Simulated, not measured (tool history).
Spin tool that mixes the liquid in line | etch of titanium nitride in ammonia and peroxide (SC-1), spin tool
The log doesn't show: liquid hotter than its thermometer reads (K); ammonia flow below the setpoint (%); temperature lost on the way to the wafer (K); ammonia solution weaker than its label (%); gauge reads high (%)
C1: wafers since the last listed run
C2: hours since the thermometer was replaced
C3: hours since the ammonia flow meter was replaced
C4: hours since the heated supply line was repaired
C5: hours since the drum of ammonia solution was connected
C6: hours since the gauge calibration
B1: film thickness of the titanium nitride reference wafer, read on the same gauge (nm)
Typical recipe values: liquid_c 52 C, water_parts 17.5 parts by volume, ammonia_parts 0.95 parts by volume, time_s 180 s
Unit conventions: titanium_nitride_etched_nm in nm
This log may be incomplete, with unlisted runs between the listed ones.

{"run": 1, "hour": 0.0, "liquid_c": 52, "water_parts": 17.5, "ammonia_parts": 0.95, "time_s": 180, "C1": 0, "C2": 670.9, "C3": 325.4, "C4": 2940.6, "C5": 305.2, "C6": 182.6, "B1": 129.97, "titanium_nitride_etched_nm": 5.56}
{"run": 2, "hour": 42.4, "liquid_c": 52, "water_parts": 17.5, "ammonia_parts": 0.95, "time_s": 180, "C1": 400, "C2": 713.3, "C3": 367.8, "C4": 2983, "C5": 347.6, "C6": 225, "B1": 130, "titanium_nitride_etched_nm": 5.62}
{"run": 3, "hour": 126.2, "liquid_c": 52, "water_parts": 17.5, "ammonia_parts": 0.95, "time_s": 180, "C1": 792, "C2": 797.1, "C3": 451.6, "C4": 3066.8, "C5": 431.4, "C6": 308.8, "B1": 130.04, "titanium_nitride_etched_nm": 5.45}
{"run": 4, "hour": 208.1, "liquid_c": 52, "water_parts": 17.5, "ammonia_parts": 0.95, "time_s": 180, "C1": 774, "C2": 879, "C3": 533.5, "C4": 3148.7, "C5": 513.3, "C6": 390.7, "B1": 129.99, "titanium_nitride_etched_nm": 5.55}
{"hour": 233.3, "done": "thermometer replaced"}
{"run": 5, "hour": 252.7, "liquid_c": 52, "water_parts": 17.5, "ammonia_parts": 0.95, "time_s": 285, "C1": 412, "C2": 19.4, "C3": 578.1, "C4": 3193.3, "C5": 557.9, "C6": 435.3, "B1": 130.02, "titanium_nitride_etched_nm": 8.72}
{"run": 6, "hour": 326.4, "liquid_c": 46.5, "water_parts": 17.5, "ammonia_parts": 1.2, "time_s": 180, "C1": 696, "C2": 93.1, "C3": 651.8, "C4": 3267, "C5": 631.6, "C6": 509, "B1": 129.96, "titanium_nitride_etched_nm": 3.87}
{"hour": 356.2, "done": "heated supply line repaired"}
{"hour": 382.2, "done": "new drum of ammonia solution connected"}
{"run": 7, "hour": 413.2, "liquid_c": 47.5, "water_parts": 17.5, "ammonia_parts": 0.8, "time_s": 145, "C1": 801, "C2": 179.9, "C3": 738.6, "C4": 57, "C5": 31, "C6": 595.8, "B1": 130, "titanium_nitride_etched_nm": 3.25}
{"run": 8, "hour": 452.7, "liquid_c": 52, "water_parts": 14, "ammonia_parts": 0.95, "time_s": 245, "C1": 373, "C2": 219.4, "C3": 778.1, "C4": 96.5, "C5": 70.5, "C6": 635.3, "B1": 130.01, "titanium_nitride_etched_nm": 8.71}
{"run": 9, "hour": 492.4, "liquid_c": 52, "water_parts": 17.5, "ammonia_parts": 0.95, "time_s": 180, "C1": 375, "C2": 259.1, "C3": 817.8, "C4": 136.2, "C5": 110.2, "C6": 675, "B1": 129.98, "titanium_nitride_etched_nm": 5.61}
{"run": 10, "hour": 553.5, "liquid_c": 52, "water_parts": 17.5, "ammonia_parts": 0.95, "time_s": 180, "C1": 577, "C2": 320.2, "C3": 878.9, "C4": 197.3, "C5": 171.3, "C6": 736.1, "B1": 129.94, "titanium_nitride_etched_nm": 5.65}
{"run": 11, "hour": 653.7, "liquid_c": 56, "water_parts": 14, "ammonia_parts": 0.7, "time_s": 70, "C1": 947, "C2": 420.4, "C3": 979.1, "C4": 297.5, "C5": 271.5, "C6": 836.3, "B1": 129.98, "titanium_nitride_etched_nm": 3.1}
{"run": 12, "hour": 735.3, "liquid_c": 52, "water_parts": 17.5, "ammonia_parts": 0.95, "time_s": 180, "C1": 771, "C2": 502, "C3": 1060.7, "C4": 379.1, "C5": 353.1, "C6": 917.9, "B1": 129.99, "titanium_nitride_etched_nm": 5.75}
{"hour": 759.2, "done": "ammonia flow meter replaced"}
{"run": 13, "hour": 810.3, "liquid_c": 52, "water_parts": 17.5, "ammonia_parts": 0.95, "time_s": 180, "C1": 699, "C2": 577, "C3": 51.1, "C4": 454.1, "C5": 428.1, "C6": 992.9, "B1": 130, "titanium_nitride_etched_nm": 5.64}
{"run": 14, "hour": 915.7, "liquid_c": 46, "water_parts": 22.5, "ammonia_parts": 1.1, "time_s": 80, "C1": 996, "C2": 682.4, "C3": 156.5, "C4": 559.5, "C5": 533.5, "C6": 1098.3, "B1": 130.03, "titanium_nitride_etched_nm": 1.47}
{"run": 15, "hour": 960.2, "liquid_c": 52, "water_parts": 17.5, "ammonia_parts": 0.85, "time_s": 180, "C1": 420, "C2": 726.9, "C3": 201, "C4": 604, "C5": 578, "C6": 1142.8, "B1": 130.01, "titanium_nitride_etched_nm": 5.5}
{"hour": 1034.9, "done": "new drum of ammonia solution connected"}
{"run": 16, "hour": 1060.3, "liquid_c": 56.5, "water_parts": 17.5, "ammonia_parts": 0.65, "time_s": 180, "C1": 936, "C2": 827, "C3": 301.1, "C4": 704.1, "C5": 25.4, "C6": 1242.9, "B1": 129.99, "titanium_nitride_etched_nm": 7.11}
{"run": 17, "hour": 1111.3, "liquid_c": 52, "water_parts": 17.5, "ammonia_parts": 0.95, "time_s": 180, "C1": 482, "C2": 878, "C3": 352.1, "C4": 755.1, "C5": 76.4, "C6": 1293.9, "B1": 130.01, "titanium_nitride_etched_nm": 5.73}
{"run": 18, "hour": 1207.1, "liquid_c": 61.5, "water_parts": 17.5, "ammonia_parts": 0.95, "time_s": 70, "C1": 905, "C2": 973.8, "C3": 447.9, "C4": 850.9, "C5": 172.2, "C6": 1389.7, "B1": 130.02, "titanium_nitride_etched_nm": 4.12}
{"hour": 1286.4, "done": "thermometer replaced"}
{"run": 19, "hour": 1310.3, "liquid_c": 52, "water_parts": 17.5, "ammonia_parts": 0.95, "time_s": 240, "C1": 966, "C2": 23.9, "C3": 551.1, "C4": 954.1, "C5": 275.4, "C6": 1492.9, "B1": 130.03, "titanium_nitride_etched_nm": 7.55}
{"run": 20, "hour": 1359.1, "liquid_c": 52, "water_parts": 17.5, "ammonia_parts": 0.95, "time_s": 180, "C1": 461, "C2": 72.7, "C3": 599.9, "C4": 1002.9, "C5": 324.2, "C6": 1541.7, "B1": 129.97, "titanium_nitride_etched_nm": 5.71}
{"run": 21, "hour": 1450.6, "liquid_c": 52, "water_parts": 17.5, "ammonia_parts": 0.95, "time_s": 180, "C1": 865, "C2": 164.2, "C3": 691.4, "C4": 1094.4, "C5": 415.7, "C6": 1633.2, "B1": 130.01, "titanium_nitride_etched_nm": 5.66}
{"run": 22, "hour": 1553.1, "liquid_c": 52, "water_parts": 12.5, "ammonia_parts": 0.95, "time_s": 180, "C1": 968, "C2": 266.7, "C3": 793.9, "C4": 1196.9, "C5": 518.2, "C6": 1735.7, "B1": 129.95, "titanium_nitride_etched_nm": 6.82}
{"hour": 1597.7, "done": "new drum of ammonia solution connected"}
{"run": 23, "hour": 1649.4, "liquid_c": 52, "water_parts": 17.5, "ammonia_parts": 0.95, "time_s": 180, "C1": 900, "C2": 363, "C3": 890.2, "C4": 1293.2, "C5": 51.7, "C6": 1832, "B1": 130.02, "titanium_nitride_etched_nm": 5.57}
{"run": 24, "hour": 1748.0, "liquid_c": 52, "water_parts": 11.5, "ammonia_parts": 0.95, "time_s": 180, "C1": 932, "C2": 461.6, "C3": 988.8, "C4": 1391.8, "C5": 150.3, "C6": 1930.6, "B1": 130.01, "titanium_nitride_etched_nm": 7.05}

Run-by-run hidden state of the tool:
liquid hotter than its thermometer reads (K): 0, the same for each run
ammonia flow below the setpoint (%): 0, the same for each run
ammonia solution weaker than its label (%): 0, the same for each run
gauge reads high (%): 0, the same for each run
H1: temperature lost on the way to the wafer (K)
run=1 H1=0.632
run=2 H1=0.64
run=3 H1=0.658
run=4 H1=0.675
run=5 H1=0.684
run=6 H1=0.7
run=7 H1=0.0748
run=8 H1=0.0831
run=9 H1=0.0914
run=10 H1=0.104
run=11 H1=0.125
run=12 H1=0.142
run=13 H1=0.158
run=14 H1=0.18
run=15 H1=0.189
run=16 H1=0.21
run=17 H1=0.221
run=18 H1=0.241
run=19 H1=0.263
run=20 H1=0.273
run=21 H1=0.292
run=22 H1=0.313
run=23 H1=0.334
run=24 H1=0.354

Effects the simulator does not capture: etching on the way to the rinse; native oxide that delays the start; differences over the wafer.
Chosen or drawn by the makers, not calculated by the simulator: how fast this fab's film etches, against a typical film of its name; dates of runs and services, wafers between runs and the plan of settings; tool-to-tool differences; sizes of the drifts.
